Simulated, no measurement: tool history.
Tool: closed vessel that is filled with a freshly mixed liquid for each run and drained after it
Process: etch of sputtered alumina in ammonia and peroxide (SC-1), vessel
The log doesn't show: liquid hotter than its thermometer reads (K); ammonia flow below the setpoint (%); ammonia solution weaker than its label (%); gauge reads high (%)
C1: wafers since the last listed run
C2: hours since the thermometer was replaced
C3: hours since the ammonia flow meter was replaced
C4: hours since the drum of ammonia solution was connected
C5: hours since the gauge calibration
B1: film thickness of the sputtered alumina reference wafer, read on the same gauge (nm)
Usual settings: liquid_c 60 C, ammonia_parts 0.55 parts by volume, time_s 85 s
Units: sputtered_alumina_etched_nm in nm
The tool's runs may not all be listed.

Run 1, hour 0: usual settings; C1 0; C2 827.3; C3 1196.9; C4 193.5; C5 959.4; B1 87.352. Result: sputtered_alumina_etched_nm 5.231 nm.
Run 2, hour 54.2: usual settings but time_s 100 s; C1 7022; C2 881.5; C3 1251.1; C4 247.7; C5 1013.6; B1 87.141. Result: sputtered_alumina_etched_nm 6.09 nm.
At hour 82: new drum of ammonia solution connected.
Run 3, hour 103.3: usual settings but time_s 100 s; C1 6232; C2 930.6; C3 1300.2; C4 21.3; C5 1062.7; B1 86.969. Result: sputtered_alumina_etched_nm 6.056 nm.
Run 4, hour 144.5: usual settings but ammonia_parts 0.4 parts by volume; C1 5338; C2 971.8; C3 1341.4; C4 62.5; C5 1103.9; B1 86.846. Result: sputtered_alumina_etched_nm 4.943 nm.
Run 5, hour 184.1: usual settings but ammonia_parts 0.4 parts by volume; C1 5131; C2 1011.4; C3 1381; C4 102.1; C5 1143.5; B1 86.66. Result: sputtered_alumina_etched_nm 4.928 nm.
Run 6, hour 241.7: usual settings but ammonia_parts 0.4 parts by volume; C1 7463; C2 1069; C3 1438.6; C4 159.7; C5 1201.1; B1 86.468. Result: sputtered_alumina_etched_nm 4.942 nm.
Run 7, hour 269.1: usual settings; C1 3550; C2 1096.4; C3 1466; C4 187.1; C5 1228.5; B1 86.376. Result: sputtered_alumina_etched_nm 5.09 nm.
Run 8, hour 302.1: usual settings; C1 4275; C2 1129.4; C3 1499; C4 220.1; C5 1261.5; B1 86.266. Result: sputtered_alumina_etched_nm 5.125 nm.
Run 9, hour 359: usual settings; C1 7372; C2 1186.3; C3 1555.9; C4 277; C5 1318.4; B1 86.057. Result: sputtered_alumina_etched_nm 5.126 nm.
At hour 373.5: new drum of ammonia solution connected.
Run 10, hour 390.7: usual settings; C1 3977; C2 1218; C3 1587.6; C4 17.2; C5 1350.1; B1 85.933. Result: sputtered_alumina_etched_nm 5.092 nm.
At hour 395: ammonia flow meter replaced.
Run 11, hour 425.1: usual settings but liquid_c 63 C; C1 4327; C2 1252.4; C3 30.1; C4 51.6; C5 1384.5; B1 85.815. Result: sputtered_alumina_etched_nm 5.854 nm.
Run 12, hour 574.4: usual settings but liquid_c 51.5 C, ammonia_parts 0.4 parts by volume, time_s 70 s; C1 19345; C2 1401.7; C3 179.4; C4 200.9; C5 1533.8; B1 85.286. Result: sputtered_alumina_etched_nm 2.609 nm.
At hour 602.6: thermometer replaced.
Run 13, hour 635.9: usual settings but ammonia_parts 0.7 parts by volume; C1 7839; C2 33.3; C3 240.9; C4 262.4; C5 1595.3; B1 85.05. Result: sputtered_alumina_etched_nm 5.215 nm.
At hour 655.4: new drum of ammonia solution connected.
Run 14, hour 669.5: usual settings but liquid_c 53.5 C, ammonia_parts 0.45 parts by volume, time_s 105 s; C1 4224; C2 66.9; C3 274.5; C4 14.1; C5 1628.9; B1 84.932. Result: sputtered_alumina_etched_nm 4.388 nm.
Run 15, hour 698.3: usual settings but liquid_c 65 C, time_s 120 s; C1 3731; C2 95.7; C3 303.3; C4 42.9; C5 1657.7; B1 84.838. Result: sputtered_alumina_etched_nm 9.219 nm.
At hour 722.4: gauge calibrated.
Run 16, hour 738.1: usual settings but liquid_c 67 C, time_s 55 s; C1 5156; C2 135.5; C3 343.1; C4 82.7; C5 15.7; B1 90.328. Result: sputtered_alumina_etched_nm 4.913 nm.
Run 17, hour 810.8: usual settings but ammonia_parts 0.75 parts by volume; C1 9419; C2 208.2; C3 415.8; C4 155.4; C5 88.4; B1 90.057. Result: sputtered_alumina_etched_nm 5.471 nm.
Run 18, hour 879.8: usual settings but time_s 70 s; C1 8940; C2 277.2; C3 484.8; C4 224.4; C5 157.4; B1 89.81. Result: sputtered_alumina_etched_nm 4.392 nm.
Run 19, hour 914.3: usual settings but liquid_c 54.5 C, ammonia_parts 0.65 parts by volume, time_s 50 s; C1 4470; C2 311.7; C3 519.3; C4 258.9; C5 191.9; B1 89.666. Result: sputtered_alumina_etched_nm 2.413 nm.
At hour 938: new drum of ammonia solution connected.
Run 20, hour 985.1: usual settings but liquid_c 66.5 C, ammonia_parts 0.4 parts by volume; C1 9044; C2 382.5; C3 590.1; C4 47.1; C5 262.7; B1 89.425. Result: sputtered_alumina_etched_nm 7.135 nm.
Run 21, hour 1045.1: usual settings; C1 7774; C2 442.5; C3 650.1; C4 107.1; C5 322.7; B1 89.208. Result: sputtered_alumina_etched_nm 5.247 nm.
Run 22, hour 1071.6: usual settings; C1 3433; C2 469; C3 676.6; C4 133.6; C5 349.2; B1 89.115. Result: sputtered_alumina_etched_nm 5.327 nm.
Run 23, hour 1138.4: usual settings but ammonia_parts 0.4 parts by volume; C1 8655; C2 535.8; C3 743.4; C4 200.4; C5 416; B1 88.875. Result: sputtered_alumina_etched_nm 5.187 nm.
Run 24, hour 1167.2: usual settings; C1 3731; C2 564.6; C3 772.2; C4 229.2; C5 444.8; B1 88.781. Result: sputtered_alumina_etched_nm 5.225 nm.
Run 25, hour 1222.3: usual settings but liquid_c 66 C, time_s 60 s; C1 7139; C2 619.7; C3 827.3; C4 284.3; C5 499.9; B1 88.57. Result: sputtered_alumina_etched_nm 5.03 nm.
Run 26, hour 1290.3: usual settings but liquid_c 67.5 C, ammonia_parts 0.35 parts by volume; C1 8810; C2 687.7; C3 895.3; C4 352.3; C5 567.9; B1 88.33. Result: sputtered_alumina_etched_nm 7.268 nm.
At hour 1308.2: new drum of ammonia solution connected.
Run 27, hour 1345.6: usual settings but ammonia_parts 0.8 parts by volume, time_s 45 s; C1 7035; C2 743; C3 950.6; C4 37.4; C5 623.2; B1 88.12. Result: sputtered_alumina_etched_nm 2.854 nm.

Hidden state or all else? Some run-to-run changes of sputtered_alumina_etched_nm, split into what the settings, what came in and random variation would give without the hidden state, and what is left for the hidden state (with any gauge scatter that isn't in both results):
Run 14 -> 15: liquid_c 53.5 -> 65, ammonia_parts 0.45 -> 0.55, time_s 105 -> 120. sputtered_alumina_etched_nm +4.831 nm: hidden state -0.3, all else +5.131.
Run 15 -> 16: liquid_c 65 -> 67, time_s 120 -> 55, gauge calibrated. sputtered_alumina_etched_nm -4.306 nm: hidden state +0.578, all else -4.884.
Run 19 -> 20: liquid_c 54.5 -> 66.5, ammonia_parts 0.65 -> 0.4, time_s 50 -> 85, new drum of ammonia solution connected. sputtered_alumina_etched_nm +4.722 nm: hidden state -0.037, all else +4.759.
